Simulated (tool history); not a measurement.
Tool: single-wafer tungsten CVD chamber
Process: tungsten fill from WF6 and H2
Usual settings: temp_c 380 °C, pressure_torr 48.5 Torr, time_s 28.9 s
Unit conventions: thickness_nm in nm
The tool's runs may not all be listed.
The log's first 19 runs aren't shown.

run     day  temp_c  pressure_torr  time_s  wafers since the last listed run  hours since the last thermocouple change  hours since the last manometer calibration  hours since the showerhead was replaced  hours since the gauge calibration  read-back reference wafer on the same gauge, thickness_nm  thickness_nm
 20  35.092     380           38.6    28.9                               833                                     156.5                                       387.3                                   2487.9                              870.3                                                     63.598        65.843
 21  37.796     380           48.5    30.4                              2114                                     221.4                                       452.2                                   2552.8                              935.2                                                     63.578        75.881
 22  39.975     380           48.5    28.9                              1703                                     273.7                                       504.5                                   2605.1                              987.5                                                     63.570        72.011
 23  42.804     366           48.5    32.0                              2211                                     341.6                                       572.4                                   2673.0                             1055.4                                                     63.599        61.652
 24  43.850     380           48.5    28.9                               817                                     366.7                                       597.5                                   2698.1                             1080.5                                                     63.578        72.315
 25  45.908     391           59.1    33.0                              1609                                     416.1                                       646.9                                   2747.5                             1129.9                                                     63.593       107.645
 26  46.933     387           48.5    31.0                               801                                     440.7                                       671.5                                   2772.1                             1154.5                                                     63.591        87.726
     47.925  -- showerhead replaced
 27  49.875     372           42.8    33.2                              2039                                     511.3                                       742.1                                     46.8                             1225.1                                                     63.603        68.195
 28  51.404     380           48.5    28.9                              1195                                     548.0                                       778.8                                     83.5                             1261.8                                                     63.638        71.613
     51.579  -- gauge calibrated
 29  53.658     365           43.2    28.9                              1762                                     602.1                                       832.9                                    137.6                               49.9                                                     63.577        52.191
 30  56.500     371           48.5    32.3                              2221                                     670.3                                       901.1                                    205.8                              118.1                                                     63.530        68.677
 31  58.712     368           53.7    34.0                              1729                                     723.4                                       954.2                                    258.9                              171.2                                                     63.575        71.231
 32  61.325     387           48.5    31.0                              2042                                     786.1                                      1016.9                                    321.6                              233.9                                                     63.603        87.483
 33  63.646     366           43.4    26.0                              1814                                     841.8                                      1072.6                                    377.3                              289.6                                                     63.542        47.987
 34  68.721     391           48.5    28.9                              3967                                     963.6                                      1194.4                                    499.1                              411.4                                                     63.548        86.943

Here are 4 independent what-if runs from the current tool condition. What would each one return?
  A  68.738     388           48.5    28.9                                13                                     964.0                                      1194.8                                    499.5                              411.8                                                          ?             ?
  B  68.738     373           48.5    33.0                                13                                     964.0                                      1194.8                                    499.5                              411.8                                                          ?             ?
  C  68.738     388           42.5    28.9                                13                                     964.0                                      1194.8                                    499.5                              411.8                                                          ?             ?
  D  68.738     370           41.4    33.7                                13                                     964.0                                      1194.8                                    499.5                              411.8                                                          ?             ?

run  read-back reference wafer on the same gauge, thickness_nm  thickness_nm
  A                                                     63.619        83.001
  B                                                     63.619        72.591
  C                                                     63.619        78.764
  D                                                     63.619        65.888
Had the tool no hidden state, the same runs would have come out as:
run  thickness_nm
  A        83.001
  B        72.591
  C        78.764
  D        65.888
